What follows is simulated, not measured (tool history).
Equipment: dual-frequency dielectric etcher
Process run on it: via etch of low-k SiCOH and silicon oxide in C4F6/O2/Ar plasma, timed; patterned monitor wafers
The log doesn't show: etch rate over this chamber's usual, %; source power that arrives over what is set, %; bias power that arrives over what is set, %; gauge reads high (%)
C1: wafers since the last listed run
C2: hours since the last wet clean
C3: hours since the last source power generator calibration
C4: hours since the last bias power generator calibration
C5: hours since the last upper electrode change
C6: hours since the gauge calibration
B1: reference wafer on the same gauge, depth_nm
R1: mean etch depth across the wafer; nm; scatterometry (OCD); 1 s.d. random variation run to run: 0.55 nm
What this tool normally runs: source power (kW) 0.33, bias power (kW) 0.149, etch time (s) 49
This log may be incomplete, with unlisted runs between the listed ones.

{"run": 1, "hour": 0.0, "source power (kW)": 0.33, "bias power (kW)": 0.149, "etch time (s)": 49, "C1": 0, "C2": 530.7, "C3": 3704.2, "C4": 1526.7, "C5": 4985.5, "C6": 639.8, "B1": 119.9, "R1": 123.4}
{"hour": 64.8, "done": "wet clean of the chamber"}
{"run": 2, "hour": 90.0, "source power (kW)": 0.33, "bias power (kW)": 0.149, "etch time (s)": 49, "C1": 947, "C2": 25.2, "C3": 3794.2, "C4": 1616.7, "C5": 5075.5, "C6": 729.8, "B1": 119.8, "R1": 127.6}
{"run": 3, "hour": 134.1, "source power (kW)": 0.33, "bias power (kW)": 0.149, "etch time (s)": 49, "C1": 632, "C2": 69.3, "C3": 3838.3, "C4": 1660.8, "C5": 5119.6, "C6": 773.9, "B1": 120.1, "R1": 127.5}
{"run": 4, "hour": 176.5, "source power (kW)": 0.33, "bias power (kW)": 0.149, "etch time (s)": 49, "C1": 608, "C2": 111.7, "C3": 3880.7, "C4": 1703.2, "C5": 5162, "C6": 816.3, "B1": 119.9, "R1": 126.8}
{"run": 5, "hour": 244.4, "source power (kW)": 0.33, "bias power (kW)": 0.149, "etch time (s)": 49, "C1": 974, "C2": 179.6, "C3": 3948.6, "C4": 1771.1, "C5": 5229.9, "C6": 884.2, "B1": 119.9, "R1": 126.6}
{"run": 6, "hour": 285.8, "source power (kW)": 0.33, "bias power (kW)": 0.122, "etch time (s)": 49, "C1": 594, "C2": 221, "C3": 3990, "C4": 1812.5, "C5": 5271.3, "C6": 925.6, "B1": 120, "R1": 120}
{"run": 7, "hour": 363.8, "source power (kW)": 0.33, "bias power (kW)": 0.122, "etch time (s)": 49, "C1": 1119, "C2": 299, "C3": 4068, "C4": 1890.5, "C5": 5349.3, "C6": 1003.6, "B1": 120.1, "R1": 120.3}
{"run": 8, "hour": 410.9, "source power (kW)": 0.33, "bias power (kW)": 0.122, "etch time (s)": 49, "C1": 675, "C2": 346.1, "C3": 4115.1, "C4": 1937.6, "C5": 5396.4, "C6": 1050.7, "B1": 120, "R1": 118.4}
{"hour": 422.5, "done": "gauge calibrated"}
{"hour": 457.8, "done": "source power generator calibrated"}
{"run": 9, "hour": 472.9, "source power (kW)": 0.33, "bias power (kW)": 0.149, "etch time (s)": 49, "C1": 832, "C2": 408.1, "C3": 15.1, "C4": 1999.6, "C5": 5458.4, "C6": 50.4, "B1": 119.8, "R1": 123.9}
{"run": 10, "hour": 528.6, "source power (kW)": 0.37, "bias power (kW)": 0.149, "etch time (s)": 45, "C1": 799, "C2": 463.8, "C3": 70.8, "C4": 2055.3, "C5": 5514.1, "C6": 106.1, "B1": 120.1, "R1": 119.4}
{"hour": 559.6, "done": "upper electrode replaced"}
{"run": 11, "hour": 591.2, "source power (kW)": 0.26, "bias power (kW)": 0.183, "etch time (s)": 49, "C1": 553, "C2": 526.4, "C3": 133.4, "C4": 2117.9, "C5": 31.6, "C6": 168.7, "B1": 120.2, "R1": 118.9}
{"hour": 701.7, "done": "wet clean of the chamber"}
{"run": 12, "hour": 702.2, "source power (kW)": 0.33, "bias power (kW)": 0.132, "etch time (s)": 44.5, "C1": 1248, "C2": 0.5, "C3": 244.4, "C4": 2228.9, "C5": 142.6, "C6": 279.7, "B1": 119.9, "R1": 112.5}
{"hour": 776.7, "done": "bias power generator calibrated"}
{"run": 13, "hour": 781.1, "source power (kW)": 0.33, "bias power (kW)": 0.149, "etch time (s)": 40, "C1": 1074, "C2": 79.4, "C3": 323.3, "C4": 4.4, "C5": 221.5, "C6": 358.6, "B1": 120.1, "R1": 103.1}
{"run": 14, "hour": 831.3, "source power (kW)": 0.4, "bias power (kW)": 0.136, "etch time (s)": 61.5, "C1": 720, "C2": 129.6, "C3": 373.5, "C4": 54.6, "C5": 271.7, "C6": 408.8, "B1": 120.1, "R1": 166}
{"run": 15, "hour": 882.0, "source power (kW)": 0.33, "bias power (kW)": 0.161, "etch time (s)": 58, "C1": 727, "C2": 180.3, "C3": 424.2, "C4": 105.3, "C5": 322.4, "C6": 459.5, "B1": 119.8, "R1": 152.5}
{"run": 16, "hour": 921.8, "source power (kW)": 0.33, "bias power (kW)": 0.149, "etch time (s)": 35, "C1": 571, "C2": 220.1, "C3": 464, "C4": 145.1, "C5": 362.2, "C6": 499.3, "B1": 119.7, "R1": 89.4}
{"run": 17, "hour": 1020.1, "source power (kW)": 0.38, "bias power (kW)": 0.162, "etch time (s)": 49, "C1": 1410, "C2": 318.4, "C3": 562.3, "C4": 243.4, "C5": 460.5, "C6": 597.6, "B1": 120.1, "R1": 133.2}
{"run": 18, "hour": 1106.5, "source power (kW)": 0.33, "bias power (kW)": 0.149, "etch time (s)": 49, "C1": 1239, "C2": 404.8, "C3": 648.7, "C4": 329.8, "C5": 546.9, "C6": 684, "B1": 120, "R1": 123}
{"run": 19, "hour": 1156.6, "source power (kW)": 0.33, "bias power (kW)": 0.149, "etch time (s)": 49, "C1": 718, "C2": 454.9, "C3": 698.8, "C4": 379.9, "C5": 597, "C6": 734.1, "B1": 120.1, "R1": 123.6}

Below are 3 alternative next runs, each starting from the tool's condition after run 19. Predict each:
{"run": "A", "hour": 1157.0, "source power (kW)": 0.33, "bias power (kW)": 0.149, "etch time (s)": 49, "C1": 5, "C2": 455.3, "C3": 699.2, "C4": 380.3, "C5": 597.4, "C6": 734.5, "B1": "?", "R1": "?"}
{"run": "B", "hour": 1157.0, "source power (kW)": 0.39, "bias power (kW)": 0.133, "etch time (s)": 59, "C1": 5, "C2": 455.3, "C3": 699.2, "C4": 380.3, "C5": 597.4, "C6": 734.5, "B1": "?", "R1": "?"}
{"run": "C", "hour": 1157.0, "source power (kW)": 0.26, "bias power (kW)": 0.132, "etch time (s)": 57, "C1": 5, "C2": 455.3, "C3": 699.2, "C4": 380.3, "C5": 597.4, "C6": 734.5, "B1": "?", "R1": "?"}

run=A B1=120 R1=123.1
run=B B1=120 R1=153.9
run=C B1=120 R1=127.2
Without the tool's hidden state the same runs would have given:
run=A R1=128.3
run=B R1=160.3
run=C R1=132.5
